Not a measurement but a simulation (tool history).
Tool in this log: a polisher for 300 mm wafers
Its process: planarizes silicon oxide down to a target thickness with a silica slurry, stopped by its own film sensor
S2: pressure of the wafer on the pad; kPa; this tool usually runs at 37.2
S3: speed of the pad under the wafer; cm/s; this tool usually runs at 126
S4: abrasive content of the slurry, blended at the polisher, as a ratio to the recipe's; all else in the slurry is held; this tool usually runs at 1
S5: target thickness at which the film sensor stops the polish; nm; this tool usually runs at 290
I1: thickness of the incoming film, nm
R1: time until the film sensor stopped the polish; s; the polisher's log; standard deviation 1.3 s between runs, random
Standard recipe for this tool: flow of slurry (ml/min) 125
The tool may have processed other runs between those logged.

{"run": 1, "day": 0.0, "flow of slurry (ml/min)": 125, "S2": 37.2, "S3": 126, "S4": 1, "S5": 290, "I1": 738.2, "R1": 106.3}
{"day": 0.504, "done": "worn pad replaced by a new one"}
{"run": 2, "day": 0.525, "flow of slurry (ml/min)": 125, "S2": 37.2, "S3": 126, "S4": 1, "S5": 290, "I1": 752.7, "R1": 106.1}
{"run": 3, "day": 0.829, "flow of slurry (ml/min)": 125, "S2": 37.2, "S3": 126, "S4": 1, "S5": 290, "I1": 743.7, "R1": 107.7}
{"run": 4, "day": 1.429, "flow of slurry (ml/min)": 125, "S2": 37.2, "S3": 126, "S4": 1, "S5": 290, "I1": 738.5, "R1": 102.8}
{"run": 5, "day": 1.721, "flow of slurry (ml/min)": 125, "S2": 37.2, "S3": 126, "S4": 1, "S5": 290, "I1": 745.4, "R1": 107.2}
{"run": 6, "day": 3.862, "flow of slurry (ml/min)": 125, "S2": 37.2, "S3": 126, "S4": 1, "S5": 290, "I1": 727.8, "R1": 106.9}
{"run": 7, "day": 4.354, "flow of slurry (ml/min)": 125, "S2": 37.2, "S3": 126, "S4": 1, "S5": 290, "I1": 745.2, "R1": 113.1}
{"run": 8, "day": 5.042, "flow of slurry (ml/min)": 125, "S2": 37.2, "S3": 126, "S4": 1, "S5": 290, "I1": 731.7, "R1": 117.2}
{"day": 5.267, "done": "slurry blender recalibrated"}
{"day": 5.458, "done": "worn pad replaced by a new one"}
{"run": 9, "day": 5.479, "flow of slurry (ml/min)": 125, "S2": 37.2, "S3": 126, "S4": 1, "S5": 290, "I1": 747.7, "R1": 96.3}
{"day": 5.629, "done": "head pressure recalibrated"}
{"run": 10, "day": 6.125, "flow of slurry (ml/min)": 125, "S2": 37.2, "S3": 112, "S4": 0.85, "S5": 290, "I1": 727, "R1": 116.7}
{"run": 11, "day": 6.408, "flow of slurry (ml/min)": 125, "S2": 37.2, "S3": 126, "S4": 1, "S5": 290, "I1": 739.8, "R1": 101}
{"run": 12, "day": 6.854, "flow of slurry (ml/min)": 125, "S2": 37.2, "S3": 88, "S4": 1, "S5": 440, "I1": 728.8, "R1": 87.4}
{"run": 13, "day": 7.583, "flow of slurry (ml/min)": 125, "S2": 37.2, "S3": 126, "S4": 1, "S5": 290, "I1": 739.3, "R1": 105.3}
{"run": 14, "day": 8.108, "flow of slurry (ml/min)": 125, "S2": 37.2, "S3": 126, "S4": 1, "S5": 231, "I1": 750.3, "R1": 124.6}
{"run": 15, "day": 8.746, "flow of slurry (ml/min)": 125, "S2": 26.2, "S3": 126, "S4": 0.85, "S5": 356, "I1": 747.2, "R1": 126.7}
{"run": 16, "day": 9.408, "flow of slurry (ml/min)": 100, "S2": 30.3, "S3": 154, "S4": 1, "S5": 439, "I1": 735.8, "R1": 74.3}
{"run": 17, "day": 9.729, "flow of slurry (ml/min)": 125, "S2": 40.7, "S3": 164, "S4": 0.8, "S5": 212, "I1": 752.5, "R1": 122.7}
{"day": 10.396, "done": "worn pad replaced by a new one"}
{"run": 18, "day": 10.417, "flow of slurry (ml/min)": 125, "S2": 37.2, "S3": 126, "S4": 1, "S5": 175, "I1": 740.8, "R1": 140.3}
{"day": 10.608, "done": "slurry nozzle cleaned"}
{"day": 10.746, "done": "slurry blender recalibrated"}
{"run": 19, "day": 10.767, "flow of slurry (ml/min)": 140, "S2": 37.2, "S3": 126, "S4": 1.25, "S5": 290, "I1": 748.4, "R1": 89.4}
{"day": 11.2, "done": "conditioning disc replaced and pad reconditioned"}
{"run": 20, "day": 11.404, "flow of slurry (ml/min)": 125, "S2": 37.2, "S3": 126, "S4": 1, "S5": 290, "I1": 741.4, "R1": 104.5}
{"run": 21, "day": 11.825, "flow of slurry (ml/min)": 125, "S2": 37.2, "S3": 126, "S4": 1, "S5": 290, "I1": 743.8, "R1": 105.2}
{"run": 22, "day": 12.438, "flow of slurry (ml/min)": 125, "S2": 37.2, "S3": 126, "S4": 1, "S5": 154, "I1": 742.5, "R1": 135.9}
{"run": 23, "day": 13.021, "flow of slurry (ml/min)": 125, "S2": 37.2, "S3": 126, "S4": 1, "S5": 290, "I1": 729.8, "R1": 107.1}
{"run": 24, "day": 13.642, "flow of slurry (ml/min)": 125, "S2": 41.4, "S3": 126, "S4": 1.15, "S5": 235, "I1": 739.5, "R1": 110.1}
{"run": 25, "day": 14.004, "flow of slurry (ml/min)": 125, "S2": 40.7, "S3": 164, "S4": 0.8, "S5": 212, "I1": 733.5, "R1": 115.5}
{"run": 26, "day": 14.342, "flow of slurry (ml/min)": 160, "S2": 37.2, "S3": 126, "S4": 1.25, "S5": 201, "I1": 735.6, "R1": 116.3}
{"run": 27, "day": 14.933, "flow of slurry (ml/min)": 125, "S2": 37.2, "S3": 126, "S4": 1, "S5": 290, "I1": 751.3, "R1": 120.2}

Below, some changes in R1 between adjacent runs. For each, the amount present without the hidden state too (settings, incoming material, random variation) and the amount remaining for the hidden state with gauge scatter not shared by both compared results:
Hidden conditions of the tool in this case: removal rate lost through wear of the pad, %; slurry flow missing at the pad, %; deviation of the head's pressure from its setpoint, %; abrasive missing from the slurry, %; time polished since the conditioner stopped cutting, s.
Run 8 -> 9: slurry blender recalibrated, worn pad replaced by a new one. R1 -20.9 s: hidden state -19.3, all else -1.6.
Run 15 -> 16: flow of slurry (ml/min) 125 -> 100, S2 26.2 -> 30.3, S3 126 -> 154, S4 0.85 -> 1, S5 356 -> 439. R1 -52.4 s: hidden state -6.6, all else -45.8.
Run 18 -> 19: flow of slurry (ml/min) 125 -> 140, S4 1 -> 1.25, S5 175 -> 290, slurry nozzle cleaned, slurry blender recalibrated. R1 -50.9 s: hidden state -15.6, all else -35.3.
